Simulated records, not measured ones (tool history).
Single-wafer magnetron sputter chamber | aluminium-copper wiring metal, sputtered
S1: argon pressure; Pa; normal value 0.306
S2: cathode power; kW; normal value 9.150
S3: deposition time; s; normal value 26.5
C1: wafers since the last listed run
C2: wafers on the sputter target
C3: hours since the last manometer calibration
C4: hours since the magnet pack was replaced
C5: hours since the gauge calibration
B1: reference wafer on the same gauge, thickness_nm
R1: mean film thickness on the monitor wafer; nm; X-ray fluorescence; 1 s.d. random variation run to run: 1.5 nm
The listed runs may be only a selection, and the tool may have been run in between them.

{"run": 1, "hour": 0.0, "S1": 0.306, "S2": 9.15, "S3": 26.5, "C1": 0, "C2": 2697, "C3": 803.5, "C4": 4573.0, "C5": 89.6, "B1": 411.07, "R1": 433.764}
{"run": 2, "hour": 17.2, "S1": 0.306, "S2": 9.15, "S3": 26.5, "C1": 270, "C2": 2967, "C3": 820.7, "C4": 4590.2, "C5": 106.8, "B1": 410.842, "R1": 431.281}
{"run": 3, "hour": 25.1, "S1": 0.306, "S2": 9.15, "S3": 26.5, "C1": 124, "C2": 3092, "C3": 828.6, "C4": 4598.1, "C5": 114.7, "B1": 411.011, "R1": 433.128}
{"run": 4, "hour": 33.6, "S1": 0.306, "S2": 9.15, "S3": 26.5, "C1": 133, "C2": 3225, "C3": 837.1, "C4": 4606.6, "C5": 123.2, "B1": 410.72, "R1": 432.292}
{"run": 5, "hour": 47.0, "S1": 0.306, "S2": 9.15, "S3": 26.5, "C1": 210, "C2": 3436, "C3": 850.5, "C4": 4620.0, "C5": 136.6, "B1": 411.301, "R1": 431.925}
{"run": 6, "hour": 57.7, "S1": 0.306, "S2": 9.15, "S3": 26.5, "C1": 168, "C2": 3604, "C3": 861.2, "C4": 4630.7, "C5": 147.3, "B1": 411.088, "R1": 433.78}
{"run": 7, "hour": 72.4, "S1": 0.306, "S2": 9.15, "S3": 26.5, "C1": 231, "C2": 3835, "C3": 875.9, "C4": 4645.4, "C5": 162.0, "B1": 410.81, "R1": 432.149}
{"run": 8, "hour": 83.5, "S1": 0.306, "S2": 9.15, "S3": 26.5, "C1": 174, "C2": 4010, "C3": 887.0, "C4": 4656.5, "C5": 173.1, "B1": 410.975, "R1": 433.351}
{"run": 9, "hour": 100.9, "S1": 0.306, "S2": 9.15, "S3": 26.5, "C1": 273, "C2": 4283, "C3": 904.4, "C4": 4673.9, "C5": 190.5, "B1": 410.968, "R1": 430.491}
{"run": 10, "hour": 113.2, "S1": 0.306, "S2": 9.15, "S3": 26.5, "C1": 193, "C2": 4476, "C3": 916.7, "C4": 4686.2, "C5": 202.8, "B1": 411.115, "R1": 430.5}
{"run": 11, "hour": 119.6, "S1": 0.306, "S2": 9.15, "S3": 26.5, "C1": 100, "C2": 4577, "C3": 923.1, "C4": 4692.6, "C5": 209.2, "B1": 410.732, "R1": 430.813}
{"run": 12, "hour": 134.7, "S1": 0.306, "S2": 9.15, "S3": 26.5, "C1": 237, "C2": 4814, "C3": 938.2, "C4": 4707.7, "C5": 224.3, "B1": 411.219, "R1": 432.66}
{"run": 13, "hour": 149.1, "S1": 0.306, "S2": 9.15, "S3": 26.5, "C1": 226, "C2": 5041, "C3": 952.6, "C4": 4722.1, "C5": 238.7, "B1": 411.281, "R1": 429.631}
{"hour": 153.8, "done": "gauge calibrated"}
{"run": 14, "hour": 165.6, "S1": 0.306, "S2": 9.15, "S3": 26.5, "C1": 259, "C2": 5300, "C3": 969.1, "C4": 4738.6, "C5": 11.8, "B1": 410.722, "R1": 431.747}
{"hour": 178.8, "done": "sputter target and shields replaced"}
{"run": 15, "hour": 179.3, "S1": 0.306, "S2": 9.15, "S3": 26.5, "C1": 89, "C2": 7, "C3": 982.8, "C4": 4752.3, "C5": 25.5, "B1": 411.057, "R1": 442.804}
{"run": 16, "hour": 184.1, "S1": 0.306, "S2": 9.15, "S3": 26.5, "C1": 75, "C2": 83, "C3": 987.6, "C4": 4757.1, "C5": 30.3, "B1": 410.924, "R1": 440.224}
{"run": 17, "hour": 190.7, "S1": 0.306, "S2": 9.15, "S3": 26.5, "C1": 103, "C2": 187, "C3": 994.2, "C4": 4763.7, "C5": 36.9, "B1": 411.084, "R1": 439.938}
{"hour": 231.6, "done": "magnet pack replaced"}
{"run": 18, "hour": 236.5, "S1": 0.306, "S2": 9.15, "S3": 22.2, "C1": 594, "C2": 781, "C3": 1040.0, "C4": 4.9, "C5": 82.7, "B1": 411.37, "R1": 365.158}
{"hour": 256.8, "done": "capacitance manometer re-zeroed and calibrated"}
{"run": 19, "hour": 257.3, "S1": 0.306, "S2": 9.15, "S3": 26.5, "C1": 201, "C2": 982, "C3": 0.5, "C4": 25.7, "C5": 103.5, "B1": 411.186, "R1": 435.533}
{"run": 20, "hour": 260.2, "S1": 0.306, "S2": 10.45, "S3": 29.6, "C1": 45, "C2": 1028, "C3": 3.4, "C4": 28.6, "C5": 106.4, "B1": 410.723, "R1": 531.473}
{"run": 21, "hour": 273.3, "S1": 0.306, "S2": 11.3, "S3": 26.5, "C1": 205, "C2": 1233, "C3": 16.5, "C4": 41.7, "C5": 119.5, "B1": 410.595, "R1": 501.643}
{"run": 22, "hour": 290.8, "S1": 0.426, "S2": 10.1, "S3": 26.5, "C1": 275, "C2": 1509, "C3": 34.0, "C4": 59.2, "C5": 137.0, "B1": 410.442, "R1": 437.272}
{"run": 23, "hour": 298.7, "S1": 0.306, "S2": 9.15, "S3": 26.5, "C1": 124, "C2": 1633, "C3": 41.9, "C4": 67.1, "C5": 144.9, "B1": 410.95, "R1": 436.432}
{"run": 24, "hour": 310.2, "S1": 0.306, "S2": 9.15, "S3": 26.5, "C1": 180, "C2": 1814, "C3": 53.4, "C4": 78.6, "C5": 156.4, "B1": 410.916, "R1": 431.283}
{"run": 25, "hour": 325.8, "S1": 0.236, "S2": 8.3, "S3": 26.5, "C1": 245, "C2": 2059, "C3": 69.0, "C4": 94.2, "C5": 172.0, "B1": 411.218, "R1": 420.211}
{"run": 26, "hour": 333.5, "S1": 0.383, "S2": 7.85, "S3": 29.6, "C1": 121, "C2": 2180, "C3": 76.7, "C4": 101.9, "C5": 179.7, "B1": 410.929, "R1": 423.1}
{"run": 27, "hour": 342.1, "S1": 0.306, "S2": 9.15, "S3": 30.1, "C1": 135, "C2": 2315, "C3": 85.3, "C4": 110.5, "C5": 188.3, "B1": 410.96, "R1": 491.943}
{"run": 28, "hour": 349.5, "S1": 0.306, "S2": 9.15, "S3": 26.5, "C1": 116, "C2": 2431, "C3": 92.7, "C4": 117.9, "C5": 195.7, "B1": 411.561, "R1": 432.57}
{"run": 29, "hour": 358.8, "S1": 0.306, "S2": 9.9, "S3": 26.5, "C1": 146, "C2": 2578, "C3": 102.0, "C4": 127.2, "C5": 205.0, "B1": 410.86, "R1": 457.052}
{"run": 30, "hour": 368.7, "S1": 0.235, "S2": 9.15, "S3": 26.5, "C1": 155, "C2": 2733, "C3": 111.9, "C4": 137.1, "C5": 214.9, "B1": 411.135, "R1": 445.665}
{"run": 31, "hour": 382.5, "S1": 0.355, "S2": 10.8, "S3": 30.1, "C1": 216, "C2": 2950, "C3": 125.7, "C4": 150.9, "C5": 228.7, "B1": 410.885, "R1": 535.004}
{"run": 32, "hour": 392.2, "S1": 0.306, "S2": 9.9, "S3": 26.5, "C1": 152, "C2": 3103, "C3": 135.4, "C4": 160.6, "C5": 238.4, "B1": 411.374, "R1": 454.228}
{"run": 33, "hour": 401.4, "S1": 0.306, "S2": 7.95, "S3": 26.5, "C1": 144, "C2": 3247, "C3": 144.6, "C4": 169.8, "C5": 247.6, "B1": 411.002, "R1": 394.826}
{"run": 34, "hour": 417.2, "S1": 0.373, "S2": 10.95, "S3": 23.0, "C1": 248, "C2": 3496, "C3": 160.4, "C4": 185.6, "C5": 263.4, "B1": 411.055, "R1": 407.946}
{"run": 35, "hour": 423.2, "S1": 0.306, "S2": 9.15, "S3": 26.5, "C1": 94, "C2": 3590, "C3": 166.4, "C4": 191.6, "C5": 269.4, "B1": 410.966, "R1": 432.494}
{"hour": 428.4, "done": "gauge calibrated"}
{"run": 36, "hour": 438.4, "S1": 0.422, "S2": 10.2, "S3": 24.0, "C1": 238, "C2": 3829, "C3": 181.6, "C4": 206.8, "C5": 10.0, "B1": 410.814, "R1": 395.527}

Here are 3 independent what-if runs from the current tool condition. What would each one return?
{"run": "A", "hour": 438.8, "S1": 0.306, "S2": 11.35, "S3": 26.5, "C1": 6, "C2": 3835, "C3": 182.0, "C4": 207.2, "C5": 10.4, "B1": "?", "R1": "?"}
{"run": "B", "hour": 438.8, "S1": 0.306, "S2": 9.15, "S3": 28.2, "C1": 6, "C2": 3835, "C3": 182.0, "C4": 207.2, "C5": 10.4, "B1": "?", "R1": "?"}
{"run": "C", "hour": 438.8, "S1": 0.306, "S2": 9.15, "S3": 24.9, "C1": 6, "C2": 3835, "C3": 182.0, "C4": 207.2, "C5": 10.4, "B1": "?", "R1": "?"}

run=A B1=411.076 R1=497.909
run=B B1=411.076 R1=458.120
run=C B1=411.076 R1=404.511
Take away the tool's hidden state, keep each run's random variation, and the runs would have read:
run=A R1=510.451
run=B R1=469.660
run=C R1=414.700
